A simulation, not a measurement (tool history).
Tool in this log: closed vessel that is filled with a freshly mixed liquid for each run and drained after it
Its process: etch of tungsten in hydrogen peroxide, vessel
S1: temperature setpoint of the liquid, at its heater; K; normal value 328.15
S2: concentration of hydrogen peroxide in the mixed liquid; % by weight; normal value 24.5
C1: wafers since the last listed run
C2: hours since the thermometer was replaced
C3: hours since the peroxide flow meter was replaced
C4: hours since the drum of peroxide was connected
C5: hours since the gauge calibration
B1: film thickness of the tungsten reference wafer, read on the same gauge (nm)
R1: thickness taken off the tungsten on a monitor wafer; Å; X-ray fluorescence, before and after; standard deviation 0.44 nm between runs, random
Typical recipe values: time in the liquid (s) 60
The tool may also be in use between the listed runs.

run 1 hour=0 | S1=335.15 S2=24.5 time_in_the_liquid_(s)=60 | C1=0 C2=1133.3 C3=50.4 C4=437.5 C5=411.5 | B1=39.93 | R1=1755
run 2 hour=54.4 | S1=328.15 S2=24.5 time_in_the_liquid_(s)=60 | C1=6018 C2=1187.7 C3=104.8 C4=491.9 C5=465.9 | B1=40 | R1=1178.2
run 3 hour=93.4 | S1=328.15 S2=24.5 time_in_the_liquid_(s)=60 | C1=4314 C2=1226.7 C3=143.8 C4=530.9 C5=504.9 | B1=39.97 | R1=1163.8
run 4 hour=121.2 | S1=328.15 S2=24.5 time_in_the_liquid_(s)=60 | C1=3075 C2=1254.5 C3=171.6 C4=558.7 C5=532.7 | B1=39.98 | R1=1177.2
run 5 hour=152.7 | S1=328.15 S2=24.5 time_in_the_liquid_(s)=60 | C1=3485 C2=1286 C3=203.1 C4=590.2 C5=564.2 | B1=40 | R1=1168.5
run 6 hour=310.2 | S1=328.15 S2=24.5 time_in_the_liquid_(s)=45 | C1=17425 C2=1443.5 C3=360.6 C4=747.7 C5=721.7 | B1=39.96 | R1=872.6
run 7 hour=378.3 | S1=328.15 S2=24.5 time_in_the_liquid_(s)=45 | C1=7534 C2=1511.6 C3=428.7 C4=815.8 C5=789.8 | B1=39.96 | R1=871.4
run 8 hour=435.6 | S1=324.15 S2=24.5 time_in_the_liquid_(s)=60 | C1=6339 C2=1568.9 C3=486 C4=873.1 C5=847.1 | B1=39.96 | R1=909.5
-- hour=449.7 thermometer replaced
run 9 hour=471.7 | S1=328.15 S2=24.5 time_in_the_liquid_(s)=60 | C1=3883 C2=22 C3=522.1 C4=909.2 C5=883.2 | B1=40.02 | R1=1156.7
-- hour=474.5 new drum of peroxide connected
run 10 hour=540.7 | S1=332.15 S2=24.5 time_in_the_liquid_(s)=60 | C1=7523 C2=91 C3=591.1 C4=66.2 C5=952.2 | B1=40 | R1=1448.9
run 11 hour=584.8 | S1=334.15 S2=24.5 time_in_the_liquid_(s)=75 | C1=4879 C2=135.1 C3=635.2 C4=110.3 C5=996.3 | B1=40.05 | R1=2039.6
run 12 hour=637.8 | S1=333.65 S2=19.5 time_in_the_liquid_(s)=35 | C1=5863 C2=188.1 C3=688.2 C4=163.3 C5=1049.3 | B1=39.95 | R1=821.2
run 13 hour=699.6 | S1=328.15 S2=24.5 time_in_the_liquid_(s)=60 | C1=6837 C2=249.9 C3=750 C4=225.1 C5=1111.1 | B1=40.01 | R1=1142.2
run 14 hour=769.8 | S1=322.15 S2=30 time_in_the_liquid_(s)=80 | C1=7766 C2=320.1 C3=820.2 C4=295.3 C5=1181.3 | B1=40.04 | R1=1175.4
run 15 hour=807.2 | S1=334.65 S2=28 time_in_the_liquid_(s)=75 | C1=4137 C2=357.5 C3=857.6 C4=332.7 C5=1218.7 | B1=39.96 | R1=2215.6
-- hour=824.6 gauge calibrated
-- hour=864.8 new drum of peroxide connected, repeated, since the last time left the tool worse
run 16 hour=872.7 | S1=328.15 S2=24.5 time_in_the_liquid_(s)=60 | C1=7136 C2=423 C3=923.1 C4=7.9 C5=48.1 | B1=40.01 | R1=1176.9
run 17 hour=930.2 | S1=328.15 S2=24.5 time_in_the_liquid_(s)=60 | C1=6361 C2=480.5 C3=980.6 C4=65.4 C5=105.6 | B1=39.98 | R1=1181
run 18 hour=961.4 | S1=321.65 S2=30 time_in_the_liquid_(s)=50 | C1=3451 C2=511.7 C3=1011.8 C4=96.6 C5=136.8 | B1=40.02 | R1=733.6
run 19 hour=989.6 | S1=319.65 S2=21 time_in_the_liquid_(s)=60 | C1=3120 C2=539.9 C3=1040 C4=124.8 C5=165 | B1=40.01 | R1=652.1
run 20 hour=1042.3 | S1=318.65 S2=30 time_in_the_liquid_(s)=80 | C1=5830 C2=592.6 C3=1092.7 C4=177.5 C5=217.7 | B1=40.02 | R1=969.4
run 21 hour=1076.4 | S1=320.65 S2=24.5 time_in_the_liquid_(s)=60 | C1=3772 C2=626.7 C3=1126.8 C4=211.6 C5=251.8 | B1=40.02 | R1=745.9
-- hour=1092.8 peroxide flow meter replaced
run 22 hour=1116 | S1=328.15 S2=24.5 time_in_the_liquid_(s)=35 | C1=4270 C2=666.3 C3=23.2 C4=251.2 C5=291.4 | B1=40.01 | R1=683.8
run 23 hour=1176.4 | S1=321.65 S2=30 time_in_the_liquid_(s)=50 | C1=6682 C2=726.7 C3=83.6 C4=311.6 C5=351.8 | B1=40.04 | R1=724
run 24 hour=1224.3 | S1=334.15 S2=24.5 time_in_the_liquid_(s)=60 | C1=5299 C2=774.6 C3=131.5 C4=359.5 C5=399.7 | B1=39.97 | R1=1667.8
run 25 hour=1287.4 | S1=321.65 S2=24.5 time_in_the_liquid_(s)=60 | C1=6981 C2=837.7 C3=194.6 C4=422.6 C5=462.8 | B1=40.04 | R1=788.8
run 26 hour=1338.9 | S1=328.15 S2=24.5 time_in_the_liquid_(s)=60 | C1=5697 C2=889.2 C3=246.1 C4=474.1 C5=514.3 | B1=40 | R1=1173.3
run 27 hour=1370.8 | S1=332.65 S2=18 time_in_the_liquid_(s)=50 | C1=3529 C2=921.1 C3=278 C4=506 C5=546.2 | B1=40.02 | R1=1085.9
run 28 hour=1412.6 | S1=322.65 S2=18 time_in_the_liquid_(s)=70 | C1=4624 C2=962.9 C3=319.8 C4=547.8 C5=588 | B1=40 | R1=840
run 29 hour=1470.4 | S1=337.65 S2=24.5 time_in_the_liquid_(s)=45 | C1=6395 C2=1020.7 C3=377.6 C4=605.6 C5=645.8 | B1=39.99 | R1=1512
run 30 hour=1528.6 | S1=328.15 S2=21.5 time_in_the_liquid_(s)=50 | C1=6439 C2=1078.9 C3=435.8 C4=663.8 C5=704 | B1=40.05 | R1=909.1

Below are 4 alternative next runs, each starting from the tool's condition after run 30. Predict each:
run A hour=1529.3 | S1=337.65 S2=24.5 time_in_the_liquid_(s)=60 | C1=77 C2=1079.6 C3=436.5 C4=664.5 C5=704.7 | B1=? | R1=?
run B hour=1529.3 | S1=328.15 S2=24.5 time_in_the_liquid_(s)=85 | C1=77 C2=1079.6 C3=436.5 C4=664.5 C5=704.7 | B1=? | R1=?
run C hour=1529.3 | S1=321.15 S2=20 time_in_the_liquid_(s)=60 | C1=77 C2=1079.6 C3=436.5 C4=664.5 C5=704.7 | B1=? | R1=?
run D hour=1529.3 | S1=334.65 S2=30 time_in_the_liquid_(s)=60 | C1=77 C2=1079.6 C3=436.5 C4=664.5 C5=704.7 | B1=? | R1=?

run=A B1=40 R1=2006.3
run=B B1=40 R1=1644.4
run=C B1=40 R1=686.4
run=D B1=40 R1=1874.1
The same runs, with their run-to-run variation unchanged, on a tool lacking any hidden condition would have given:
run=A R1=2036.5
run=B R1=1669.2
run=C R1=696.7
run=D R1=1902.3

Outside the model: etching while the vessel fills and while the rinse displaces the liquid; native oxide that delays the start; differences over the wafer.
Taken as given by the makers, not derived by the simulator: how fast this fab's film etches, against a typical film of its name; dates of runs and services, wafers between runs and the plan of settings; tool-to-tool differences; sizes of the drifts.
